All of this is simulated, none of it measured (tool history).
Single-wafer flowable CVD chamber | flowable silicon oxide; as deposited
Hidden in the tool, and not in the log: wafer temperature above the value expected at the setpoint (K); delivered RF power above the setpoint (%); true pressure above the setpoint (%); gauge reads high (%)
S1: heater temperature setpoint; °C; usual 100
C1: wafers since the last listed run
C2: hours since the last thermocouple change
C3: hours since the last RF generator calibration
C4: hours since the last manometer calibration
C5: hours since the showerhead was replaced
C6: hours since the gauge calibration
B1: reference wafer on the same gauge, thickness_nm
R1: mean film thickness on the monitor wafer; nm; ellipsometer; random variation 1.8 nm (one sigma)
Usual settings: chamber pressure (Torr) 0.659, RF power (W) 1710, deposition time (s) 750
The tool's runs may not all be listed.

{"run": 1, "day": 0.0, "S1": 100, "chamber pressure (Torr)": 0.659, "RF power (W)": 1710, "deposition time (s)": 750, "C1": 0, "C2": 2458.1, "C3": 1919, "C4": 1284.3, "C5": 3610.3, "C6": 314.8, "B1": 342.966, "R1": 295.541}
{"run": 2, "day": 0.6, "S1": 100, "chamber pressure (Torr)": 0.659, "RF power (W)": 1710, "deposition time (s)": 750, "C1": 28, "C2": 2472.5, "C3": 1933.4, "C4": 1298.7, "C5": 3624.7, "C6": 329.2, "B1": 342.697, "R1": 296.366}
{"run": 3, "day": 2.221, "S1": 100, "chamber pressure (Torr)": 0.659, "RF power (W)": 1710, "deposition time (s)": 750, "C1": 76, "C2": 2511.4, "C3": 1972.3, "C4": 1337.6, "C5": 3663.6, "C6": 368.1, "B1": 343.021, "R1": 295.502}
{"run": 4, "day": 3.062, "S1": 100, "chamber pressure (Torr)": 0.659, "RF power (W)": 1710, "deposition time (s)": 687, "C1": 39, "C2": 2531.6, "C3": 1992.5, "C4": 1357.8, "C5": 3683.8, "C6": 388.3, "B1": 343.182, "R1": 271.241}
{"day": 3.792, "done": "RF generator calibrated"}
{"run": 5, "day": 3.812, "S1": 100, "chamber pressure (Torr)": 0.659, "RF power (W)": 1710, "deposition time (s)": 750, "C1": 19, "C2": 2549.6, "C3": 0.5, "C4": 1375.8, "C5": 3701.8, "C6": 406.3, "B1": 343.278, "R1": 296.183}
{"day": 4.217, "done": "capacitance manometer re-zeroed and calibrated"}
{"run": 6, "day": 4.238, "S1": 100, "chamber pressure (Torr)": 0.659, "RF power (W)": 1710, "deposition time (s)": 750, "C1": 4, "C2": 2559.8, "C3": 10.7, "C4": 0.5, "C5": 3712, "C6": 416.5, "B1": 342.666, "R1": 293.281}
{"run": 7, "day": 4.446, "S1": 100, "chamber pressure (Torr)": 0.659, "RF power (W)": 1615, "deposition time (s)": 750, "C1": 9, "C2": 2564.8, "C3": 15.7, "C4": 5.5, "C5": 3717, "C6": 421.5, "B1": 343.403, "R1": 293.073}
{"run": 8, "day": 5.158, "S1": 100, "chamber pressure (Torr)": 0.659, "RF power (W)": 1615, "deposition time (s)": 750, "C1": 33, "C2": 2581.9, "C3": 32.8, "C4": 22.6, "C5": 3734.1, "C6": 438.6, "B1": 343.27, "R1": 286.693}
{"run": 9, "day": 5.642, "S1": 89, "chamber pressure (Torr)": 0.659, "RF power (W)": 1710, "deposition time (s)": 750, "C1": 22, "C2": 2593.5, "C3": 44.4, "C4": 34.2, "C5": 3745.7, "C6": 450.2, "B1": 343.01, "R1": 405.291}
{"run": 10, "day": 6.121, "S1": 89, "chamber pressure (Torr)": 0.659, "RF power (W)": 1710, "deposition time (s)": 750, "C1": 22, "C2": 2605, "C3": 55.9, "C4": 45.7, "C5": 3757.2, "C6": 461.7, "B1": 342.287, "R1": 405.04}
{"run": 11, "day": 6.417, "S1": 89, "chamber pressure (Torr)": 0.659, "RF power (W)": 1710, "deposition time (s)": 750, "C1": 13, "C2": 2612.1, "C3": 63, "C4": 52.8, "C5": 3764.3, "C6": 468.8, "B1": 342.572, "R1": 407.891}
{"run": 12, "day": 6.85, "S1": 100, "chamber pressure (Torr)": 0.659, "RF power (W)": 1710, "deposition time (s)": 750, "C1": 20, "C2": 2622.5, "C3": 73.4, "C4": 63.2, "C5": 3774.7, "C6": 479.2, "B1": 342.534, "R1": 292.698}
{"run": 13, "day": 7.354, "S1": 100, "chamber pressure (Torr)": 0.807, "RF power (W)": 1710, "deposition time (s)": 852, "C1": 23, "C2": 2634.6, "C3": 85.5, "C4": 75.3, "C5": 3786.8, "C6": 491.3, "B1": 343.339, "R1": 408.601}
{"day": 7.492, "done": "gauge calibrated"}
{"run": 14, "day": 7.612, "S1": 100, "chamber pressure (Torr)": 0.659, "RF power (W)": 1830, "deposition time (s)": 834, "C1": 12, "C2": 2640.8, "C3": 91.7, "C4": 81.5, "C5": 3793, "C6": 2.9, "B1": 343.482, "R1": 330.054}
{"run": 15, "day": 7.979, "S1": 100, "chamber pressure (Torr)": 0.659, "RF power (W)": 1710, "deposition time (s)": 750, "C1": 17, "C2": 2649.6, "C3": 100.5, "C4": 90.3, "C5": 3801.8, "C6": 11.7, "B1": 342.595, "R1": 295.399}
{"run": 16, "day": 8.229, "S1": 100, "chamber pressure (Torr)": 0.787, "RF power (W)": 1710, "deposition time (s)": 750, "C1": 11, "C2": 2655.6, "C3": 106.5, "C4": 96.3, "C5": 3807.8, "C6": 17.7, "B1": 342.803, "R1": 351.837}
{"run": 17, "day": 8.812, "S1": 109, "chamber pressure (Torr)": 0.819, "RF power (W)": 1390, "deposition time (s)": 750, "C1": 27, "C2": 2669.6, "C3": 120.5, "C4": 110.3, "C5": 3821.8, "C6": 31.7, "B1": 342.944, "R1": 266.132}
{"run": 18, "day": 9.104, "S1": 108, "chamber pressure (Torr)": 0.589, "RF power (W)": 1450, "deposition time (s)": 815, "C1": 13, "C2": 2676.6, "C3": 127.5, "C4": 117.3, "C5": 3828.8, "C6": 38.7, "B1": 343.09, "R1": 215.449}
{"run": 19, "day": 9.829, "S1": 100, "chamber pressure (Torr)": 0.659, "RF power (W)": 1710, "deposition time (s)": 750, "C1": 34, "C2": 2694, "C3": 144.9, "C4": 134.7, "C5": 3846.2, "C6": 56.1, "B1": 343.064, "R1": 290.772}
{"day": 10.283, "done": "thermocouple changed; heater temperature recalibrated"}
{"run": 20, "day": 10.304, "S1": 100, "chamber pressure (Torr)": 0.516, "RF power (W)": 1710, "deposition time (s)": 654, "C1": 6, "C2": 0.5, "C3": 156.3, "C4": 146.1, "C5": 3857.6, "C6": 67.5, "B1": 342.975, "R1": 230.168}
{"day": 10.696, "done": "showerhead replaced"}
{"run": 21, "day": 10.775, "S1": 91, "chamber pressure (Torr)": 0.659, "RF power (W)": 1710, "deposition time (s)": 750, "C1": 6, "C2": 11.8, "C3": 167.6, "C4": 157.4, "C5": 1.9, "C6": 78.8, "B1": 343.404, "R1": 435.052}
{"run": 22, "day": 11.367, "S1": 100, "chamber pressure (Torr)": 0.659, "RF power (W)": 1615, "deposition time (s)": 750, "C1": 27, "C2": 26, "C3": 181.8, "C4": 171.6, "C5": 16.1, "C6": 93, "B1": 342.515, "R1": 332.694}
{"run": 23, "day": 13.271, "S1": 100, "chamber pressure (Torr)": 0.659, "RF power (W)": 1710, "deposition time (s)": 750, "C1": 89, "C2": 71.7, "C3": 227.5, "C4": 217.3, "C5": 61.8, "C6": 138.7, "B1": 343.928, "R1": 336.192}
{"run": 24, "day": 13.762, "S1": 89, "chamber pressure (Torr)": 0.553, "RF power (W)": 1710, "deposition time (s)": 800, "C1": 23, "C2": 83.5, "C3": 239.3, "C4": 229.1, "C5": 73.6, "C6": 150.5, "B1": 343.342, "R1": 415.868}
{"run": 25, "day": 14.296, "S1": 87, "chamber pressure (Torr)": 0.659, "RF power (W)": 1710, "deposition time (s)": 750, "C1": 25, "C2": 96.3, "C3": 252.1, "C4": 241.9, "C5": 86.4, "C6": 163.3, "B1": 343.046, "R1": 486.185}
{"run": 26, "day": 15.254, "S1": 91, "chamber pressure (Torr)": 0.759, "RF power (W)": 1580, "deposition time (s)": 691, "C1": 45, "C2": 119.3, "C3": 275.1, "C4": 264.9, "C5": 109.4, "C6": 186.3, "B1": 342.764, "R1": 454.955}
{"run": 27, "day": 15.733, "S1": 100, "chamber pressure (Torr)": 0.659, "RF power (W)": 1710, "deposition time (s)": 750, "C1": 22, "C2": 130.8, "C3": 286.6, "C4": 276.4, "C5": 120.9, "C6": 197.8, "B1": 342.703, "R1": 336.525}

Measured less the same run without the tool's hidden state. The same run-to-run variation is in both; the gauge's scatter may not be:
run=1 R1=-48.33
run=2 R1=-48.759
run=3 R1=-49.409
run=4 R1=-45.731
run=5 R1=-50.304
run=6 R1=-50.018
run=7 R1=-50.083
run=8 R1=-49.332
run=9 R1=-69.591
run=10 R1=-69.868
run=11 R1=-70.558
run=12 R1=-51.188
run=13 R1=-71.802
run=14 R1=-58.142
run=15 R1=-52.217
run=16 R1=-62.341
run=17 R1=-44.624
run=18 R1=-36.583
run=19 R1=-52.297
run=20 R1=-4.482
run=21 R1=-8.637
run=22 R1=-7.001
run=23 R1=-8.023
run=24 R1=-10.165
run=25 R1=-10.562
run=26 R1=-12.004
run=27 R1=-9.261

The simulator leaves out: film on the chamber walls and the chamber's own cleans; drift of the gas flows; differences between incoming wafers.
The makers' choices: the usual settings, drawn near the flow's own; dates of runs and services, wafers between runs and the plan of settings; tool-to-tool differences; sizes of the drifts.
